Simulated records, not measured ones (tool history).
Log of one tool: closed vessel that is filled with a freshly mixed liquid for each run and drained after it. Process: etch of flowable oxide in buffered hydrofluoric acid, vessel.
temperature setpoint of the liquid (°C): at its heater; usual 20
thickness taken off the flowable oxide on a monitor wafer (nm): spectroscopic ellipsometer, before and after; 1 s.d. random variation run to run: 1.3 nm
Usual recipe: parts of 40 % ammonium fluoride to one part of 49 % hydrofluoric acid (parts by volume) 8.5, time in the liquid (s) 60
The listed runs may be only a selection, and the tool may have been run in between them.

run   hour  temperature setpoint of the liquid (°C)  parts of 40 % ammonium fluoride to one part of 49 % hydrofluoric acid (parts by volume)  time in the liquid (s)  read-back film thickness of the flowable oxide reference wafer, read on the same gauge (nm)  thickness taken off the flowable oxide on a monitor wafer (nm)
  1      0                                       20                                                                                      8.5                      60                                                                                       109.83                                                          286.86
  2   56.5                                       20                                                                                      8.5                      60                                                                                       109.77                                                          282.67
  3   99.7                                       20                                                                                      8.5                      60                                                                                       109.66                                                          286.41
  4  136.8                                       20                                                                                      8.5                      40                                                                                       109.56                                                          190.78
  5  190.3                                       24                                                                                       11                      60                                                                                       109.34                                                          283.76
  6  239.9                                       24                                                                                       11                      60                                                                                       109.05                                                          282.48
     250.6  -- thermometer replaced
  7  291.9                                       24                                                                                       11                      60                                                                                       108.73                                                          282.92
  8  317.9                                       23                                                                                      8.5                      60                                                                                       108.52                                                          332.32
  9  351.6                                       20                                                                                        6                      35                                                                                       108.26                                                          231.56
     363.2  -- hydrofluoric acid flow meter replaced
 10  393.1                                       20                                                                                       10                      35                                                                                       107.86                                                          145.65

Run 11 is up next; what results do you expect?
     413.9  -- gauge calibrated
 11   426                                       20                                                                                      8.5                      60                                                                                            ?                                                               ?

Run 11 produced read-back film thickness of the flowable oxide reference wafer, read on the same gauge (nm) 109.9, thickness taken off the flowable oxide on a monitor wafer (nm) 286.12.
With no hidden state in the tool, this same run would have given thickness taken off the flowable oxide on a monitor wafer (nm) 286.34.
